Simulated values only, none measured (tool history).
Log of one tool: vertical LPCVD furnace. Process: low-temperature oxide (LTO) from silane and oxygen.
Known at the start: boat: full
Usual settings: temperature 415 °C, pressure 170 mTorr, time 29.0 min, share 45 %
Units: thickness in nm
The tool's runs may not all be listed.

| run | hour | temperature | pressure | time | share | read-back reference wafer on the same gauge, thickness | thickness |
|---|---|---|---|---|---|---|---|
| 1 | 0.0 | 407 | 170 | 29.0 | 45 | 269.98 | 252.40 |
| 2 | 45.3 | 415 | 170 | 24.5 | 45 | 269.99 | 231.33 |
| 3 | 97.5 | 415 | 170 | 24.5 | 45 | 270.02 | 232.47 |
| 4 | 130.9 | 415 | 170 | 24.5 | 45 | 269.84 | 231.26 |
| 5 | 156.6 | 408 | 180 | 29.0 | 45 | 270.04 | 271.64 |
| 6 | 212.7 | 408 | 180 | 29.0 | 45 | 270.05 | 270.47 |
| 7 | 282.3 | 408 | 180 | 29.0 | 45 | 269.76 | 269.82 |
| 8 | 309.3 | 415 | 170 | 29.0 | 45 | 269.91 | 275.45 |
|  | 371.7 | thermocouples replaced and temperature profile calibrated |
| 9 | 372.2 | 415 | 170 | 29.0 | 45 | 270.05 | 275.54 |
|  | 376.5 | gauge calibrated |
| 10 | 401.3 | 415 | 170 | 29.0 | 45 | 270.20 | 275.40 |
| 11 | 456.9 | 415 | 170 | 29.0 | 45 | 270.03 | 276.43 |
| 12 | 502.2 | 415 | 170 | 29.0 | 45 | 270.03 | 275.87 |
| 13 | 574.1 | 424 | 185 | 29.0 | 36 | 270.07 | 252.96 |
|  | 622.4 | silane flow controller replaced |
| 14 | 632.1 | 420 | 170 | 34.5 | 36 | 270.01 | 277.56 |
| 15 | 699.8 | 409 | 145 | 38.0 | 50 | 269.91 | 331.02 |
| 16 | 741.8 | 415 | 170 | 29.0 | 45 | 269.94 | 284.30 |
| 17 | 767.0 | 406 | 135 | 33.5 | 42 | 270.02 | 223.33 |
| 18 | 796.0 | 415 | 170 | 40.0 | 45 | 269.93 | 393.86 |
|  | 865.1 | pressure gauge zeroed |
| 19 | 865.6 | 415 | 170 | 29.0 | 45 | 270.20 | 271.12 |
| 20 | 879.0 | 415 | 170 | 29.0 | 45 | 270.09 | 270.69 |
| 21 | 942.2 | 415 | 170 | 29.0 | 45 | 270.19 | 270.70 |
| 22 | 972.4 | 415 | 210 | 34.5 | 45 | 270.09 | 396.31 |
| 23 | 1011.9 | 415 | 200 | 35.5 | 45 | 269.91 | 389.05 |
| 24 | 1079.8 | 415 | 205 | 29.0 | 48 | 269.93 | 345.76 |
| 25 | 1143.3 | 408 | 180 | 29.0 | 45 | 270.00 | 266.50 |

Forecast each of these 3 alternatives for the next run:
| A | 1148.0 | 415 | 170 | 29.0 | 50 | ? | ? |
| B | 1148.0 | 404 | 170 | 21.0 | 45 | ? | ? |
| C | 1148.0 | 403 | 170 | 38.5 | 45 | ? | ? |

| run | read-back reference wafer on the same gauge, thickness | thickness |
|---|---|---|
| A | 269.91 | 296.67 |
| B | 269.91 | 174.66 |
| C | 269.91 | 316.87 |
Without the tool's hidden state the same runs would have given:
| run | thickness |
|---|---|
| A | 299.85 |
| B | 177.07 |
| C | 321.24 |

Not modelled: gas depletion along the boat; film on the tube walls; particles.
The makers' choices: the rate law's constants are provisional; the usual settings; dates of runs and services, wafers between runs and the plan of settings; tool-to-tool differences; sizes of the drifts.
